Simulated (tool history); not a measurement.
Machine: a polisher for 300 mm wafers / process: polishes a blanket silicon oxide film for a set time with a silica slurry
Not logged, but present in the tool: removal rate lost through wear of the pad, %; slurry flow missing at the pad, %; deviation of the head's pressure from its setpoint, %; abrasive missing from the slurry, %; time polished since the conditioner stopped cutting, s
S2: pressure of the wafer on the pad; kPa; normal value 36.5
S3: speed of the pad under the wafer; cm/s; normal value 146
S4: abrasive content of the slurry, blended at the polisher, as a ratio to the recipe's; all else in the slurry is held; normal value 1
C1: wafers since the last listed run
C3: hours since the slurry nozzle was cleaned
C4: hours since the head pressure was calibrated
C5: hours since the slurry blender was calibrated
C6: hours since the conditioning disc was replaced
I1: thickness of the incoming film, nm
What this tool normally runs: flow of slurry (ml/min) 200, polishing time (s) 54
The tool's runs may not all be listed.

Run 1, hour 0: usual settings but flow of slurry (ml/min) 220; C1 0; wafers polished on this pad 617; C3 163.3; C4 784.4; C5 207.8; C6 107.3; I1 963.6. Result: film removed (angstrom) 3068.
Run 2, hour 51.7: usual settings but flow of slurry (ml/min) 220; C1 615; wafers polished on this pad 1232; C3 215; C4 836.1; C5 259.5; C6 159; I1 983.6. Result: film removed (angstrom) 3018.
Run 3, hour 142.1: usual settings but S3 166 cm/s, S4 0.8; C1 1075; wafers polished on this pad 2308; C3 305.4; C4 926.5; C5 349.9; C6 249.4; I1 978.7. Result: film removed (angstrom) 2898.
At hour 178.3: slurry nozzle cleaned.
Run 4, hour 200.5: usual settings but S3 166 cm/s, S4 0.8; C1 683; wafers polished on this pad 2991; C3 22.2; C4 984.9; C5 408.3; C6 307.8; I1 999.5. Result: film removed (angstrom) 2905.
At hour 240.2: slurry blender recalibrated.
At hour 240.6: head pressure recalibrated.
Run 5, hour 296.4: usual settings; C1 1112; wafers polished on this pad 4104; C3 118.1; C4 55.8; C5 56.2; C6 403.7; I1 967.4. Result: film removed (angstrom) 2829.
At hour 308.5: worn pad replaced by a new one.
At hour 445: conditioning disc replaced and pad reconditioned.
At hour 520.8: slurry nozzle cleaned.
Run 6, hour 563.1: usual settings; C1 3090; wafers polished on this pad 2994; C3 42.3; C4 322.5; C5 322.9; C6 118.1; I1 984.2. Result: film removed (angstrom) 2964.
Run 7, hour 631.9: usual settings; C1 818; wafers polished on this pad 3812; C3 111.1; C4 391.3; C5 391.7; C6 186.9; I1 972.9. Result: film removed (angstrom) 2901.
At hour 642.9: worn pad replaced by a new one, of another model than before.
At hour 677.4: slurry blender recalibrated.
Run 8, hour 693.7: usual settings; C1 664; wafers polished on this pad 580; C3 172.9; C4 453.1; C5 16.3; C6 248.7; I1 972.1. Result: film removed (angstrom) 2852.
Run 9, hour 797.5: usual settings; C1 1235; wafers polished on this pad 1816; C3 276.7; C4 556.9; C5 120.1; C6 352.5; I1 971.3. Result: film removed (angstrom) 2825.
Run 10, hour 856: usual settings; C1 696; wafers polished on this pad 2512; C3 335.2; C4 615.4; C5 178.6; C6 411; I1 982.4. Result: film removed (angstrom) 2851.
At hour 962.5: worn pad replaced by a new one.
Run 11, hour 963: usual settings but flow of slurry (ml/min) 265, S2 49 kPa, S4 1.3; C1 1225; wafers polished on this pad 5; C3 442.2; C4 722.4; C5 285.6; C6 518; I1 974.8. Result: film removed (angstrom) 3624.
At hour 971.8: slurry nozzle cleaned.
Run 12, hour 995.6: usual settings but S2 27.6 kPa, S3 132 cm/s, S4 1.15, polishing time (s) 62; C1 376; wafers polished on this pad 381; C3 23.8; C4 755; C5 318.2; C6 550.6; I1 979.6. Result: film removed (angstrom) 2804.
At hour 1026.4: conditioning disc replaced and pad reconditioned.
Run 13, hour 1037: usual settings but S2 40 kPa, polishing time (s) 62; C1 468; wafers polished on this pad 850; C3 65.2; C4 796.4; C5 359.6; C6 10.6; I1 987.2. Result: film removed (angstrom) 3796.
At hour 1055.6: head pressure recalibrated.
At hour 1083.4: slurry blender recalibrated.
Run 14, hour 1113.2: usual settings but S2 29.6 kPa; C1 859; wafers polished on this pad 1709; C3 141.4; C4 57.6; C5 29.8; C6 86.8; I1 958.9. Result: film removed (angstrom) 2734.
Run 15, hour 1168.1: usual settings; C1 653; wafers polished on this pad 2362; C3 196.3; C4 112.5; C5 84.7; C6 141.7; I1 979.5. Result: film removed (angstrom) 2977.
Run 16, hour 1209.9: usual settings but S3 178 cm/s, S4 1.2; C1 497; wafers polished on this pad 2860; C3 238.1; C4 154.3; C5 126.5; C6 183.5; I1 987.1. Result: film removed (angstrom) 3441.
At hour 1275.5: worn pad replaced by a new one.
Run 17, hour 1303.8: usual settings but flow of slurry (ml/min) 175, S3 160 cm/s, S4 0.85; C1 1069; wafers polished on this pad 336; C3 332; C4 248.2; C5 220.4; C6 277.4; I1 973.5. Result: film removed (angstrom) 2843.
At hour 1333: slurry nozzle cleaned.
Run 18, hour 1378.7: usual settings but flow of slurry (ml/min) 165; C1 879; wafers polished on this pad 1216; C3 45.7; C4 323.1; C5 295.3; C6 352.3; I1 985.3. Result: film removed (angstrom) 2809.
Run 19, hour 1435: usual settings but S3 102 cm/s, S4 0.9, polishing time (s) 70; C1 670; wafers polished on this pad 1886; C3 102; C4 379.4; C5 351.6; C6 408.6; I1 980. Result: film removed (angstrom) 2941.
Run 20, hour 1490.8: usual settings; C1 664; wafers polished on this pad 2550; C3 157.8; C4 435.2; C5 407.4; C6 464.4; I1 977.7. Result: film removed (angstrom) 2823.
At hour 1529.6: slurry blender recalibrated.
At hour 1531.1: conditioning disc replaced and pad reconditioned.
At hour 1565.6: worn pad replaced by a new one.
Run 21, hour 1584.6: usual settings but S3 126 cm/s; C1 1026; wafers polished on this pad 226; C3 251.6; C4 529; C5 55; C6 53.5; I1 974.2. Result: film removed (angstrom) 2771.

Results for each run, recomputed without the tool's hidden state and with each run's random variation untouched:
run  film removed (angstrom)
  1                     3258
  2                     3259
  3                     3224
  4                     3259
  5                     3161
  6                     3179
  7                     3173
  8                     3155
  9                     3163
 10                     3204
 11                     4165
 12                     3106
 13                     3852
 14                     2880
 15                     3215
 16                     3806
 17                     3176
 18                     3142
 19                     3224
 20                     3180
 21                     2910

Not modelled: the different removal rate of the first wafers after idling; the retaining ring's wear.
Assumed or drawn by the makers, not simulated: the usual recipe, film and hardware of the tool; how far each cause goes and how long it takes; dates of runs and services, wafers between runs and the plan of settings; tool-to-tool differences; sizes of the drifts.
